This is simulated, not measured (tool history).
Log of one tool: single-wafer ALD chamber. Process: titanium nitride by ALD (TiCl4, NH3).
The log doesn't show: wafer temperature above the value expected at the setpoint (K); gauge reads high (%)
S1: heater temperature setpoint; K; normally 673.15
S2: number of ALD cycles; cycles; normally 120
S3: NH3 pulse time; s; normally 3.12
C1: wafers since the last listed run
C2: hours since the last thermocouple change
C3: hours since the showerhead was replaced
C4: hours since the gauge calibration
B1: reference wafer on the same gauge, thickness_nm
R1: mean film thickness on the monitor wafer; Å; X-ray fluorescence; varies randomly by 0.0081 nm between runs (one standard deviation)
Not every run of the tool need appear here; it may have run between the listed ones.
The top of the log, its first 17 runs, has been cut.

run,hour,S1,S2,S3,C1,C2,C3,C4,B1,R1
18,1192.8,673.15,120,3.12,136,276.4,284.4,109.1,3.067,25.95
19,1280.9,673.15,120,3.12,117,364.5,372.5,197.2,3.055,25.69
20,1387.3,673.15,120,3.12,142,470.9,478.9,303.6,3.041,25.77
21,1493.6,686.15,120,3.12,142,577.2,585.2,409.9,3.033,25.44
22,1556.8,673.15,120,3.12,84,640.4,648.4,473.1,3.026,25.58
23,1685.8,683.15,141,2.38,172,769.4,777.4,602.1,3.015,29.59
24,1760,673.15,135,3.12,99,843.6,851.6,676.3,3.011,28.41
25,1858.2,673.15,120,1.98,131,941.8,949.8,774.5,3.005,24.71
26,1897.8,673.15,142,4.36,52,981.4,989.4,814.1,3.006,30.36
27,1961.3,673.15,110,3.12,84,1044.9,1052.9,877.6,3,23.09
28,2052.5,673.15,120,3.12,121,1136.1,1144.1,968.8,2.996,25.2
29,2324.9,686.15,120,2.8,364,1408.5,1416.5,1241.2,2.993,25.07
30,2410.8,659.15,120,3.12,114,1494.4,1502.4,1327.1,2.99,24.98
31,2689.8,687.15,131,3.12,373,1773.4,1781.4,1606.1,2.987,27.46
32,2772.7,673.15,120,3.12,110,1856.3,1864.3,1689,2.984,25.24

Each row is a separate what-if for the run after 32, all from the same tool condition, not one after another. Results?
A,2773.4,673.15,120,3.12,0,1857,1865,1689.7,?,?
B,2773.4,680.15,102,4.18,0,1857,1865,1689.7,?,?
C,2773.4,660.15,141,3.55,0,1857,1865,1689.7,?,?

run,B1,R1
A,2.986,25.17
B,2.986,21.61
C,2.986,29.55
With no hidden state in the tool, these same runs would have given:
run,R1
A,26.06
B,22.37
C,30.59
